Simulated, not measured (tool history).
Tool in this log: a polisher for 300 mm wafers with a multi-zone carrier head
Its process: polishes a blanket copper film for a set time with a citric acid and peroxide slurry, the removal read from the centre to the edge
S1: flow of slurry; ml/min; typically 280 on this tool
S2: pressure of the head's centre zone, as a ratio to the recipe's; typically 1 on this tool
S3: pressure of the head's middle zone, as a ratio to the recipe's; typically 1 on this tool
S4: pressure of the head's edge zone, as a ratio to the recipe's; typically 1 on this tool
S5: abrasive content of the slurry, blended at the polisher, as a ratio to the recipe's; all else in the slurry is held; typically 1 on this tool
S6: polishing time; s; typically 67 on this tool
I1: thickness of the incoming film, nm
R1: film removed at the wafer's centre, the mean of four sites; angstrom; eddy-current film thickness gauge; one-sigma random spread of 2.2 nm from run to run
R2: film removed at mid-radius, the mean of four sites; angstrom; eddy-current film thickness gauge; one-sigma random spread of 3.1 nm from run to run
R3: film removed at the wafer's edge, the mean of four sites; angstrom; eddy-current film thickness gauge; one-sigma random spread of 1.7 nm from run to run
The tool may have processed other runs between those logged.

run,hour,S1,S2,S3,S4,S5,S6,I1,R1,R2,R3
1,0,315,1,0.94,1,1.15,74,939.2,2147,2197,2307
2,28.9,280,1,1,1,1,67,943.6,1803,1888,2010
3,57.7,195,1,1,0.93,1,46,954.3,1121,1236,1251
4,72.5,280,1,1,1,1,67,947.8,1802,1897,1996
# hour 82.8: slurry nozzle cleaned
5,105.9,280,1,1,1,1,44,948.6,1265,1367,1360
# hour 120.4: centre zone pressure recalibrated
6,124.7,305,1,1,1,1,67,933,2079,2065,2078
7,138.4,280,1,1,1.08,1,67,931.3,1998,2040,2121
# hour 148.7: worn pad replaced by a new one
8,163.9,220,1,1,1,1,67,946.2,1937,1984,2001
9,183.6,280,1.07,0.91,1,1,67,920.8,2136,1880,2059
10,196,210,1,0.91,1.09,1,67,930.8,1865,1815,2067
11,221.1,210,1,1,1,1,67,930.3,1848,2011,1961
12,234,280,1.07,0.91,1,1,67,949,2068,1881,2046
13,255.8,280,1,1.08,1,1,59,939.6,1670,1890,1793
14,274.1,325,1,1,0.91,1,76,945.2,2215,2330,2218
15,291.6,280,1,1,1,1.3,67,951.6,2048,2146,2196
16,317.8,310,1,1,1,1.25,67,932.4,2033,2128,2181
# hour 364.4: worn pad replaced by a new one
17,372.5,280,1,1,1,1,67,960,1820,2000,2008
18,385.1,280,1,1,1,1,67,930.8,1803,1996,1982
19,401.1,280,1,0.92,1.03,1,87,923.5,2335,2332,2645
20,424.2,280,1,1,1,1,67,955.4,1796,1946,1997
21,445.4,280,0.96,1,1,1,67,947.1,1729,1922,1970

Forecast each of these 5 alternatives for the next run:
A,445.8,280,1,1,1,1,67,945.3,?,?,?
B,445.8,225,1,1,1,1.15,67,945.3,?,?,?
C,445.8,280,0.95,1.08,1,0.7,67,945.3,?,?,?
D,445.8,235,1,1.05,0.92,1,47,945.3,?,?,?
E,445.8,370,1,1,1,1,67,945.3,?,?,?

run,R1,R2,R3
A,1804,1962,1979
B,1808,1976,2015
C,1504,1839,1735
D,1224,1392,1316
E,1885,2041,2038
Take away the tool's hidden state, keep each run's random variation, and the runs would have read:
run,R1,R2,R3
A,2109,2084,2071
B,2148,2128,2128
C,1758,1953,1816
D,1448,1495,1387
E,2168,2137,2112

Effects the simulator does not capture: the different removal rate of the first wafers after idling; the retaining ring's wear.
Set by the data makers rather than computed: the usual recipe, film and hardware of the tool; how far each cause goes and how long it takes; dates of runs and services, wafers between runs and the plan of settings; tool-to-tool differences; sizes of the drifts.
